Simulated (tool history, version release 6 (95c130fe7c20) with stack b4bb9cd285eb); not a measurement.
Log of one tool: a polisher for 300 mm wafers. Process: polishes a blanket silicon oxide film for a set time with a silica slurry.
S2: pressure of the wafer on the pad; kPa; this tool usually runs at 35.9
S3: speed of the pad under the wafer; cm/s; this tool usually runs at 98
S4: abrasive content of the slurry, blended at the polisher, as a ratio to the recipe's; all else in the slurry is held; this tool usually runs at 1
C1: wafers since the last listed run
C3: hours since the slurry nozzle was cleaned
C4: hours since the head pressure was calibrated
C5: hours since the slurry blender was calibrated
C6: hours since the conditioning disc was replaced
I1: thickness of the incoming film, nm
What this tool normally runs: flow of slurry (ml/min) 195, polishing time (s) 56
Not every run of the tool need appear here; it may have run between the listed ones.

Run 1, hour 0: usual settings; C1 0; wafers polished on this pad 1656; C3 232.2; C4 968.6; C5 199.4; C6 157.6; I1 1119.4. Result: film removed (nm) 173.
At hour 48.8: slurry nozzle cleaned.
At hour 76.2: worn pad replaced by a new one.
At hour 123.5: conditioning disc replaced and pad reconditioned.
Run 2, hour 173.2: usual settings; C1 1276; wafers polished on this pad 729; C3 124.4; C4 1141.8; C5 372.6; C6 49.7; I1 1109.4. Result: film removed (nm) 174.8.
Run 3, hour 215.4: usual settings; C1 324; wafers polished on this pad 1053; C3 166.6; C4 1184; C5 414.8; C6 91.9; I1 1140.4. Result: film removed (nm) 173.4.
At hour 228.4: slurry blender recalibrated.
Run 4, hour 246.4: usual settings but S2 31 kPa; C1 222; wafers polished on this pad 1276; C3 197.6; C4 1215; C5 18; C6 122.9; I1 1129.2. Result: film removed (nm) 154.
At hour 254.1: head pressure recalibrated.
Run 5, hour 279.3: usual settings but S4 1.1; C1 237; wafers polished on this pad 1513; C3 230.5; C4 25.2; C5 50.9; C6 155.8; I1 1130.5. Result: film removed (nm) 182.2.
Run 6, hour 304.8: usual settings but S4 1.1; C1 195; wafers polished on this pad 1709; C3 256; C4 50.7; C5 76.4; C6 181.3; I1 1122.1. Result: film removed (nm) 182.2.
At hour 339.6: worn pad replaced by a new one.
At hour 340.3: slurry nozzle cleaned.
Run 7, hour 355.7: usual settings but S4 1.1; C1 355; wafers polished on this pad 118; C3 15.4; C4 101.6; C5 127.3; C6 232.2; I1 1115.6. Result: film removed (nm) 192.3.
Run 8, hour 380.5: usual settings but S2 43.4 kPa; C1 190; wafers polished on this pad 308; C3 40.2; C4 126.4; C5 152.1; C6 257; I1 1129.3. Result: film removed (nm) 213.9.
At hour 406.1: conditioning disc replaced and pad reconditioned.
Run 9, hour 406.6: usual settings but S2 43.4 kPa; C1 185; wafers polished on this pad 493; C3 66.3; C4 152.5; C5 178.2; C6 0.5; I1 1104.5. Result: film removed (nm) 210.4.
Run 10, hour 460.8: usual settings; C1 416; wafers polished on this pad 910; C3 120.5; C4 206.7; C5 232.4; C6 54.7; I1 1108.9. Result: film removed (nm) 174.
Run 11, hour 489.5: usual settings but flow of slurry (ml/min) 230, S2 27.6 kPa, S4 1.15, polishing time (s) 46; C1 220; wafers polished on this pad 1130; C3 149.2; C4 235.4; C5 261.1; C6 83.4; I1 1112.9. Result: film removed (nm) 124.9.
Run 12, hour 522.5: usual settings; C1 253; wafers polished on this pad 1383; C3 182.2; C4 268.4; C5 294.1; C6 116.4; I1 1107. Result: film removed (nm) 171.5.
Run 13, hour 591.8: usual settings; C1 532; wafers polished on this pad 1916; C3 251.5; C4 337.7; C5 363.4; C6 185.7; I1 1141.7. Result: film removed (nm) 168.7.
At hour 629.5: worn pad replaced by a new one, of another model than before.
At hour 634: slurry nozzle cleaned.
Run 14, hour 651.6: usual settings but S3 82 cm/s; C1 420; wafers polished on this pad 162; C3 17.6; C4 397.5; C5 423.2; C6 245.5; I1 1117.9. Result: film removed (nm) 164.3.
At hour 662.2: slurry blender recalibrated.
At hour 670.1: conditioning disc replaced and pad reconditioned.
Run 15, hour 687.1: usual settings but S4 1.15, polishing time (s) 40; C1 241; wafers polished on this pad 403; C3 53.1; C4 433; C5 24.9; C6 17; I1 1123. Result: film removed (nm) 138.5.
Run 16, hour 723.5: usual settings; C1 279; wafers polished on this pad 683; C3 89.5; C4 469.4; C5 61.3; C6 53.4; I1 1132.2. Result: film removed (nm) 176.7.
Run 17, hour 751.1: usual settings but S2 44.1 kPa, polishing time (s) 47; C1 211; wafers polished on this pad 895; C3 117.1; C4 497; C5 88.9; C6 81; I1 1121.5. Result: film removed (nm) 166.9.
Run 18, hour 808.8: usual settings but S2 30.3 kPa, S3 112 cm/s; C1 443; wafers polished on this pad 1338; C3 174.8; C4 554.7; C5 146.6; C6 138.7; I1 1129.3. Result: film removed (nm) 169.4.
Run 19, hour 864.8: usual settings but S3 114 cm/s, polishing time (s) 63; C1 430; wafers polished on this pad 1768; C3 230.8; C4 610.7; C5 202.6; C6 194.7; I1 1113.6. Result: film removed (nm) 211.3.
At hour 885.8: slurry nozzle cleaned.
Run 20, hour 919.9: usual settings but flow of slurry (ml/min) 260, S2 42.1 kPa, S4 1.15, polishing time (s) 62; C1 415; wafers polished on this pad 2183; C3 34.1; C4 665.8; C5 257.7; C6 249.8; I1 1115.6. Result: film removed (nm) 234.5.
At hour 934.8: worn pad replaced by a new one.
At hour 969.5: conditioning disc replaced and pad reconditioned.
Run 21, hour 977.4: usual settings but S4 1.1; C1 395; wafers polished on this pad 311; C3 91.6; C4 723.3; C5 315.2; C6 7.9; I1 1134.5. Result: film removed (nm) 190.7.
At hour 999.2: slurry blender recalibrated.
Run 22, hour 1024.2: usual settings but flow of slurry (ml/min) 250, S2 27.6 kPa, S3 118 cm/s, polishing time (s) 69; C1 344; wafers polished on this pad 655; C3 138.4; C4 770.1; C5 25; C6 54.7; I1 1110.5. Result: film removed (nm) 208.5.
Run 23, hour 1071.8: usual settings but S2 41.4 kPa, S4 0.7; C1 365; wafers polished on this pad 1021; C3 186; C4 817.7; C5 72.6; C6 102.3; I1 1122.3. Result: film removed (nm) 142.
Run 24, hour 1118.2: usual settings; C1 356; wafers polished on this pad 1377; C3 232.4; C4 864.1; C5 119; C6 148.7; I1 1121. Result: film removed (nm) 170.5.

Forecast each of these 5 alternatives for the next run:
Run A, hour 1118.6: usual settings but S4 0.75; C1 3; wafers polished on this pad 1380; C3 232.8; C4 864.5; C5 119.4; C6 149.1; I1 1118. Result: film removed (nm) ?.
Run B, hour 1118.6: usual settings but S4 1.2; C1 3; wafers polished on this pad 1380; C3 232.8; C4 864.5; C5 119.4; C6 149.1; I1 1118. Result: film removed (nm) ?.
Run C, hour 1118.6: usual settings but flow of slurry (ml/min) 235, S4 0.85; C1 3; wafers polished on this pad 1380; C3 232.8; C4 864.5; C5 119.4; C6 149.1; I1 1118. Result: film removed (nm) ?.
Run D, hour 1118.6: usual settings but S2 45.5 kPa; C1 3; wafers polished on this pad 1380; C3 232.8; C4 864.5; C5 119.4; C6 149.1; I1 1118. Result: film removed (nm) ?.
Run E, hour 1118.6: usual settings but S2 44.1 kPa, S3 86 cm/s, S4 1.15; C1 3; wafers polished on this pad 1380; C3 232.8; C4 864.5; C5 119.4; C6 149.1; I1 1118. Result: film removed (nm) ?.

run  film removed (nm)
  A              138.2
  B              190.6
  C              155.3
  D                202
  E              198.8
Without the tool's unlogged condition, the same runs would have read:
run  film removed (nm)
  A              149.2
  B              205.7
  C              167.6
  D                218
  E              214.5
